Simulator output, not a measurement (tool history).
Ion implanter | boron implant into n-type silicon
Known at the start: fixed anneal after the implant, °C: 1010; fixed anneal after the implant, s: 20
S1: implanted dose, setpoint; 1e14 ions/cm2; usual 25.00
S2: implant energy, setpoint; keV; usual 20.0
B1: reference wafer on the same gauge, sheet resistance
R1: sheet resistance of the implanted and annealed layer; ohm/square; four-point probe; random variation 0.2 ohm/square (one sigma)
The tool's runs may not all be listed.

Run 1, hour 0.0: usual settings but S2 22.5 keV; B1 66.74. Result: R1 65.77 ohm/square.
Run 2, hour 31.9: usual settings but S2 22.5 keV; B1 66.69. Result: R1 66.17 ohm/square.
Run 3, hour 102.7: usual settings but S2 22.5 keV; B1 66.69. Result: R1 65.97 ohm/square.
Run 4, hour 128.7: usual settings; B1 66.67. Result: R1 68.85 ohm/square.
Run 5, hour 195.4: usual settings; B1 66.65. Result: R1 68.85 ohm/square.
Run 6, hour 222.3: usual settings; B1 66.63. Result: R1 68.94 ohm/square.
Run 7, hour 291.1: usual settings; B1 66.71. Result: R1 68.92 ohm/square.
Run 8, hour 337.1: usual settings; B1 66.74. Result: R1 68.97 ohm/square.
At hour 367.7: Faraday cup replaced and dose calibrated.
Run 9, hour 369.5: usual settings; B1 66.71. Result: R1 67.42 ohm/square.
Run 10, hour 402.3: usual settings but S1 29.34 1e14 ions/cm2; B1 66.76. Result: R1 63.17 ohm/square.
Run 11, hour 440.1: usual settings but S1 27.72 1e14 ions/cm2, S2 22.5 keV; B1 66.66. Result: R1 62.08 ohm/square.
At hour 481.5: gauge calibrated.
At hour 496.4: extraction supply calibrated.
Run 12, hour 497.8: usual settings but S1 27.76 1e14 ions/cm2, S2 13.0 keV; B1 66.68. Result: R1 80.35 ohm/square.
Run 13, hour 543.8: usual settings but S1 29.51 1e14 ions/cm2, S2 14.5 keV; B1 66.70. Result: R1 75.04 ohm/square.
Run 14, hour 588.6: usual settings but S2 16.0 keV; B1 66.83. Result: R1 74.74 ohm/square.
Run 15, hour 647.6: usual settings but S1 27.72 1e14 ions/cm2, S2 22.5 keV; B1 66.69. Result: R1 62.85 ohm/square.
Run 16, hour 699.9: usual settings but S2 14.0 keV; B1 66.79. Result: R1 79.56 ohm/square.
Run 17, hour 770.1: usual settings; B1 66.74. Result: R1 68.38 ohm/square.
Run 18, hour 818.5: usual settings but S1 30.55 1e14 ions/cm2, S2 14.0 keV; B1 66.73. Result: R1 76.03 ohm/square.
Run 19, hour 874.1: usual settings but S1 30.16 1e14 ions/cm2, S2 14.0 keV; B1 66.71. Result: R1 75.78 ohm/square.

Measured less the same run without the tool's hidden state. The same run-to-run variation is in both; the gauge's scatter may not be:
The hidden state here: deviation of the true dose from the Faraday cup's reading, %; deviation of the true energy from its setpoint, %; gauge reads high (%).
run     R1
  1  +1.43
  2  +1.47
  3  +1.54
  4  +1.46
  5  +1.52
  6  +1.53
  7  +1.57
  8  +1.59
  9  -0.05
 10  +0.08
 11  +0.23
 12  +0.27
 13  +0.33
 14  +0.63
 15  +0.77
 16  +0.74
 17  +1.07
 18  +0.55
 19  +0.60
